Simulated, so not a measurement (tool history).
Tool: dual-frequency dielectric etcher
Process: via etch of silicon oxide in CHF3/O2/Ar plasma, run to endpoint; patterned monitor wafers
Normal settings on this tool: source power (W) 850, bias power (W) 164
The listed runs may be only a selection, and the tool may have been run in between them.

run   hour  source power (W)  bias power (W)  wafers since the last listed run  hours since the last wet clean  hours since the last source power generator calibration  hours since the last bias power generator calibration  hours since the last upper electrode change  incoming incoming film thickness, nm  endpoint time (s)
  1      0               850             164                                 0                           185.4                                                   2798.4                                                 2742.6                                       3164.2                                 567.7              277.7
  2   59.6               850             164                               222                             245                                                     2858                                                 2802.2                                       3223.8                                 567.4              275.9
  3  125.5               850             164                               246                           310.9                                                   2923.9                                                 2868.1                                       3289.7                                 571.2              282.4
  4  168.6               850             164                               160                             354                                                     2967                                                 2911.2                                       3332.8                                 565.6              281.4
  5  221.6               850             164                               197                             407                                                     3020                                                 2964.2                                       3385.8                                 574.3              286.4
  6  248.8               770             164                               101                           434.2                                                   3047.2                                                 2991.4                                         3413                                 574.5              297.2
  7  293.6               760             191                               167                             479                                                     3092                                                 3036.2                                       3457.8                                 578.1              282.9
     348.9  -- bias power generator calibrated
     367.2  -- upper electrode replaced
  8  367.7              1010             144                               193                           553.1                                                   3166.1                                                   18.8                                          0.5                                   572              287.5
  9  387.1               650             152                                72                           572.5                                                   3185.5                                                   38.2                                         19.9                                 573.3                321
     435.3  -- wet clean of the chamber
 10  435.8               850             164                                92                             0.5                                                   3234.2                                                   86.9                                         68.6                                 563.8              268.8
     449.4  -- source power generator calibrated
 11  459.5               950             182                                73                            24.2                                                     10.1                                                  110.6                                         92.3                                 571.1              251.3
 12  519.2               950             182                               222                            83.9                                                     69.8                                                  170.3                                          152                                 561.4              253.1
 13  550.2              1010             135                               115                           114.9                                                    100.8                                                  201.3                                          183                                 566.3              282.8
 14  577.5               850             164                               101                           142.2                                                    128.1                                                  228.6                                        210.3                                 573.4              278.4
 15  618.6               850             132                               153                           183.3                                                    169.2                                                  269.7                                        251.4                                 571.3              304.8

Consider 4 possible next runs. They are alternatives, not a sequence: every one starts from the tool as it was left by run 15. What does each give?
  A  619.1               930             164                                 1                           183.8                                                    169.7                                                  270.2                                        251.9                                 572.8                  ?
  B  619.1               940             130                                 1                           183.8                                                    169.7                                                  270.2                                        251.9                                 572.8                  ?
  C  619.1               850             185                                 1                           183.8                                                    169.7                                                  270.2                                        251.9                                 572.8                  ?
  D  619.1               850             124                                 1                           183.8                                                    169.7                                                  270.2                                        251.9                                 572.8                  ?

run  endpoint time (s)
  A                275
  B              302.9
  C              268.9
  D              319.9
With the hidden condition removed and each run's random variation left untouched, the same runs would have given:
run  endpoint time (s)
  A              271.7
  B              299.3
  C              265.7
  D              316.1
